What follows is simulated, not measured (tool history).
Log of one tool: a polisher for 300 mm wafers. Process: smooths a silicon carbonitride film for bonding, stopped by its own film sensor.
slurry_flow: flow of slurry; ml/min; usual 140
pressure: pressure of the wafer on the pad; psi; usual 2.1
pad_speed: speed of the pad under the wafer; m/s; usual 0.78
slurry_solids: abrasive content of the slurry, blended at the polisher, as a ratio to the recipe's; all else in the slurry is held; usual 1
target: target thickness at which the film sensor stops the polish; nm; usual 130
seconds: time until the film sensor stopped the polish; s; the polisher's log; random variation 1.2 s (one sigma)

run,hour,slurry_flow,pressure,pad_speed,slurry_solids,target,wafers since the last listed run,wafers polished on this pad,hours since the slurry nozzle was cleaned,hours since the head pressure was calibrated,hours since the slurry blender was calibrated,"incoming thickness of the incoming film, nm",seconds
1,0,140,2.1,0.78,1,130,0,458,38,213.6,232.2,151.7,94.6
2,60.5,140,2.1,0.78,1,130,291,749,98.5,274.1,292.7,151.9,98
3,107.9,140,2.1,0.78,1,130,228,977,145.9,321.5,340.1,151.3,92.9
# hour 130.1: slurry blender recalibrated
4,155.9,140,2.5,0.78,1.1,130,221,1199,193.9,369.5,25.8,150.1,71.1
5,196.3,140,2.1,0.78,1,130,194,1393,234.3,409.9,66.2,150.2,89.6
6,249,140,2.1,0.78,1,130,253,1647,287,462.6,118.9,147.1,77
7,274.1,140,2.1,0.78,1,130,120,1768,312.1,487.7,144,153,102.2
8,334.5,140,2.1,0.78,1,128,290,2058,372.5,548.1,204.4,149,96.6
# hour 355.8: slurry nozzle cleaned
# hour 382.7: worn pad replaced by a new one
9,391.7,140,2.1,0.78,1,130,251,43,35.9,605.3,261.6,149,82.8
10,446,140,2.1,0.78,1,134,261,304,90.2,659.6,315.9,150.8,72.6
# hour 456.3: head pressure recalibrated
11,505.4,140,2.1,0.78,1,134,276,581,149.6,49.1,375.3,150,69.7
12,542,140,2.1,0.78,1.1,130,176,757,186.2,85.7,411.9,149.9,85.6
# hour 603.2: slurry blender recalibrated
13,605.3,140,2.1,0.78,1,123,295,1052,249.5,149,2.1,151.3,126.3
14,651.2,140,2.1,0.78,0.8,130,220,1273,295.4,194.9,48,152.9,112.1
15,696.4,155,2.1,0.78,1,130,217,1490,340.6,240.1,93.2,149.9,88.1
16,726.1,140,2.5,1.02,1,136,142,1633,370.3,269.8,122.9,150.8,45.4
# hour 738.1: worn pad replaced by a new one
# hour 749.5: slurry nozzle cleaned
17,785.6,140,2.1,0.96,1,130,262,223,36.1,329.3,182.4,151.3,76.3
18,830.7,140,2.7,0.78,1,133,217,441,81.2,374.4,227.5,149.4,55.4
19,917.5,140,2.1,0.78,1,130,417,858,168,461.2,314.3,147,73.7
20,987,140,1.8,0.78,1.2,130,334,1193,237.5,530.7,383.8,149.6,93
21,1022.5,140,2.1,0.78,1.2,130,170,1364,273,566.2,419.3,152.2,92.2
# hour 1063.5: slurry blender recalibrated
22,1072.3,140,1.7,0.78,1,130,230,1594,322.8,616,8.8,151.2,116
# hour 1135.9: head pressure recalibrated
23,1136.4,140,1.5,0.92,1.25,136,298,1893,386.9,0.5,72.9,149.1,67.3
# hour 1184.2: worn pad replaced by a new one
24,1186.7,140,2.1,0.78,1,130,222,12,437.2,50.8,123.2,149.3,87.7
# hour 1230.6: slurry nozzle cleaned
25,1377.9,140,2.1,0.9,1,130,915,927,147.3,242,314.4,150.3,78.2
26,1423.5,100,2.1,0.78,1,130,219,1147,192.9,287.6,360,147.9,83.9
27,1481,140,2.1,0.78,1,130,276,1424,250.4,345.1,417.5,151.8,97.4
# hour 1510.9: slurry blender recalibrated
28,1542.2,175,2.6,0.78,0.8,135,284,1709,311.6,406.3,31.3,151.2,63
# hour 1572.5: worn pad replaced by a new one
29,1612.6,95,2.1,0.78,1,130,319,193,382,476.7,101.7,150.8,102.3
# hour 1632.1: slurry nozzle cleaned
30,1669.8,120,2.1,0.78,1,130,270,463,37.7,533.9,158.9,151.2,94.6

How the hidden state differs across the entries between the runs, from the last listed run before each to the first after it:
Between runs 3 and 4: slurry blender recalibrated (hour 130.1)
  slurry flow missing at the pad, %: 15 -> 19.2
  measured less the result without the state, seconds: +2.3 -> +2.3 s
Between runs 8 and 9: slurry nozzle cleaned (hour 355.8); worn pad replaced by a new one (hour 382.7)
  slurry flow missing at the pad, %: 35 -> 3.43
  measured less the result without the state, seconds: +6.4 -> +0.4 s
Between runs 10 and 11: head pressure recalibrated (hour 456.3)
  slurry flow missing at the pad, %: 8.23 -> 13.5
  measured less the result without the state, seconds: +0.9 -> +1.5 s
Between runs 12 and 13: slurry blender recalibrated (hour 603.2)
  slurry flow missing at the pad, %: 16.7 -> 22.3
  measured less the result without the state, seconds: +2.3 -> +4.8 s
Between runs 16 and 17: worn pad replaced by a new one (hour 738.1); slurry nozzle cleaned (hour 749.5)
  slurry flow missing at the pad, %: 33 -> 5.39
  measured less the result without the state, seconds: +2.8 -> +0.7 s
Between runs 21 and 22: slurry blender recalibrated (hour 1063.5)
  slurry flow missing at the pad, %: 26.3 -> 30.7
  measured less the result without the state, seconds: +4.3 -> +6.5 s
Between runs 22 and 23: head pressure recalibrated (hour 1135.9)
  slurry flow missing at the pad, %: 30.7 -> 36.4
  measured less the result without the state, seconds: +6.5 -> +4.7 s
Between runs 23 and 24: worn pad replaced by a new one (hour 1184.2)
  slurry flow missing at the pad, %: 36.4 -> 40.8
  measured less the result without the state, seconds: +4.7 -> +7.2 s
Between runs 24 and 25: slurry nozzle cleaned (hour 1230.6)
  slurry flow missing at the pad, %: 40.8 -> 13.9
  measured less the result without the state, seconds: +7.2 -> +1.8 s
Between runs 27 and 28: slurry blender recalibrated (hour 1510.9)
  slurry flow missing at the pad, %: 23 -> 28.4
  measured less the result without the state, seconds: +3.8 -> +2.8 s
Between runs 28 and 29: worn pad replaced by a new one (hour 1572.5)
  slurry flow missing at the pad, %: 28.4 -> 34.6
  measured less the result without the state, seconds: +2.8 -> +8.6 s
Between runs 29 and 30: slurry nozzle cleaned (hour 1632.1)
  slurry flow missing at the pad, %: 34.6 -> 7.61
  measured less the result without the state, seconds: +8.6 -> +1.2 s
